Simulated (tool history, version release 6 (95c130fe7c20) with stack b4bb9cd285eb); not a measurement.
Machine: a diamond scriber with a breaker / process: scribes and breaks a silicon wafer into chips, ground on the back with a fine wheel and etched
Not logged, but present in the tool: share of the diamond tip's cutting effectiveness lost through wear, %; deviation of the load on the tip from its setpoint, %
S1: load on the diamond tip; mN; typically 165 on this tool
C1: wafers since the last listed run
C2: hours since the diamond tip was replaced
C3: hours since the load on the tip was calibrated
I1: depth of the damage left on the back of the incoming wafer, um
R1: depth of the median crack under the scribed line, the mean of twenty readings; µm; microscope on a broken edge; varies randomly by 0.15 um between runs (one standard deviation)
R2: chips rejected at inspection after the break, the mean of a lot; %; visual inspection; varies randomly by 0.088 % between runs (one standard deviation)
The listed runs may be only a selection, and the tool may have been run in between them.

{"run": 1, "hour": 0.0, "S1": 141, "C1": 0, "C2": 558.6, "C3": 257.3, "I1": 0.68, "R1": 7.83, "R2": 5.87}
{"run": 2, "hour": 26.8, "S1": 141, "C1": 29, "C2": 585.4, "C3": 284.1, "I1": 0.38, "R1": 7.8, "R2": 5.76}
{"run": 3, "hour": 45.5, "S1": 141, "C1": 20, "C2": 604.1, "C3": 302.8, "I1": 0.66, "R1": 7.69, "R2": 5.27}
{"run": 4, "hour": 76.3, "S1": 138, "C1": 34, "C2": 634.9, "C3": 333.6, "I1": 0.48, "R1": 7.53, "R2": 5.54}
{"run": 5, "hour": 102.4, "S1": 138, "C1": 28, "C2": 661.0, "C3": 359.7, "I1": 0.33, "R1": 7.49, "R2": 6.04}
{"run": 6, "hour": 116.6, "S1": 165, "C1": 15, "C2": 675.2, "C3": 373.9, "I1": 0.73, "R1": 8.44, "R2": 2.0}
{"run": 7, "hour": 146.3, "S1": 165, "C1": 32, "C2": 704.9, "C3": 403.6, "I1": 0.47, "R1": 8.65, "R2": 2.7}
{"run": 8, "hour": 170.1, "S1": 165, "C1": 26, "C2": 728.7, "C3": 427.4, "I1": 0.44, "R1": 8.3, "R2": 2.38}
{"run": 9, "hour": 202.4, "S1": 165, "C1": 35, "C2": 761.0, "C3": 459.7, "I1": 0.59, "R1": 8.45, "R2": 3.32}
{"hour": 208.2, "done": "load on the tip recalibrated"}
{"run": 10, "hour": 226.1, "S1": 192, "C1": 24, "C2": 784.7, "C3": 17.9, "I1": 0.75, "R1": 9.25, "R2": 1.34}
{"hour": 237.6, "done": "diamond tip replaced by a new one"}
{"run": 11, "hour": 245.1, "S1": 192, "C1": 18, "C2": 7.5, "C3": 36.9, "I1": 0.6, "R1": 10.76, "R2": 2.79}
{"run": 12, "hour": 271.8, "S1": 192, "C1": 29, "C2": 34.2, "C3": 63.6, "I1": 0.55, "R1": 10.48, "R2": 2.83}
{"run": 13, "hour": 288.0, "S1": 179, "C1": 17, "C2": 50.4, "C3": 79.8, "I1": 0.74, "R1": 10.18, "R2": 1.59}
{"run": 14, "hour": 320.5, "S1": 165, "C1": 35, "C2": 82.9, "C3": 112.3, "I1": 0.63, "R1": 9.41, "R2": 1.16}
{"run": 15, "hour": 334.5, "S1": 148, "C1": 15, "C2": 96.9, "C3": 126.3, "I1": 0.49, "R1": 8.65, "R2": 2.26}
{"run": 16, "hour": 352.7, "S1": 140, "C1": 20, "C2": 115.1, "C3": 144.5, "I1": 0.79, "R1": 8.24, "R2": 3.53}
{"run": 17, "hour": 371.9, "S1": 152, "C1": 21, "C2": 134.3, "C3": 163.7, "I1": 0.42, "R1": 8.79, "R2": 2.01}
{"run": 18, "hour": 398.9, "S1": 213, "C1": 29, "C2": 161.3, "C3": 190.7, "I1": 0.37, "R1": 11.29, "R2": 5.25}
{"run": 19, "hour": 412.7, "S1": 165, "C1": 15, "C2": 175.1, "C3": 204.5, "I1": 0.33, "R1": 9.61, "R2": 1.33}
{"run": 20, "hour": 441.3, "S1": 165, "C1": 31, "C2": 203.7, "C3": 233.1, "I1": 0.76, "R1": 9.48, "R2": 1.36}
{"run": 21, "hour": 465.7, "S1": 165, "C1": 27, "C2": 228.1, "C3": 257.5, "I1": 0.57, "R1": 9.09, "R2": 1.45}
{"run": 22, "hour": 487.5, "S1": 165, "C1": 24, "C2": 249.9, "C3": 279.3, "I1": 0.56, "R1": 9.37, "R2": 1.26}
{"run": 23, "hour": 508.8, "S1": 129, "C1": 23, "C2": 271.2, "C3": 300.6, "I1": 0.41, "R1": 7.43, "R2": 6.44}
{"run": 24, "hour": 522.3, "S1": 130, "C1": 14, "C2": 284.7, "C3": 314.1, "I1": 0.39, "R1": 7.73, "R2": 6.35}
{"run": 25, "hour": 557.5, "S1": 204, "C1": 38, "C2": 319.9, "C3": 349.3, "I1": 0.58, "R1": 11.18, "R2": 3.6}

Predict each of these 5 candidate next runs independently; none follows another, all start after run 25:
{"run": "A", "hour": 558.2, "S1": 165, "C1": 0, "C2": 320.6, "C3": 350.0, "I1": 0.56, "R1": "?", "R2": "?"}
{"run": "B", "hour": 558.2, "S1": 202, "C1": 0, "C2": 320.6, "C3": 350.0, "I1": 0.56, "R1": "?", "R2": "?"}
{"run": "C", "hour": 558.2, "S1": 145, "C1": 0, "C2": 320.6, "C3": 350.0, "I1": 0.56, "R1": "?", "R2": "?"}
{"run": "D", "hour": 558.2, "S1": 198, "C1": 0, "C2": 320.6, "C3": 350.0, "I1": 0.56, "R1": "?", "R2": "?"}
{"run": "E", "hour": 558.2, "S1": 134, "C1": 0, "C2": 320.6, "C3": 350.0, "I1": 0.56, "R1": "?", "R2": "?"}

run=A R1=9.16 R2=1.33
run=B R1=10.73 R2=3.16
run=C R1=8.25 R2=3.15
run=D R1=10.56 R2=2.74
run=E R1=7.73 R2=5.46
With the hidden condition removed and each run's random variation left untouched, the same runs would have given:
run=A R1=9.40 R2=1.25
run=B R1=11.02 R2=4.00
run=C R1=8.47 R2=2.46
run=D R1=10.85 R2=3.49
run=E R1=7.94 R2=4.41
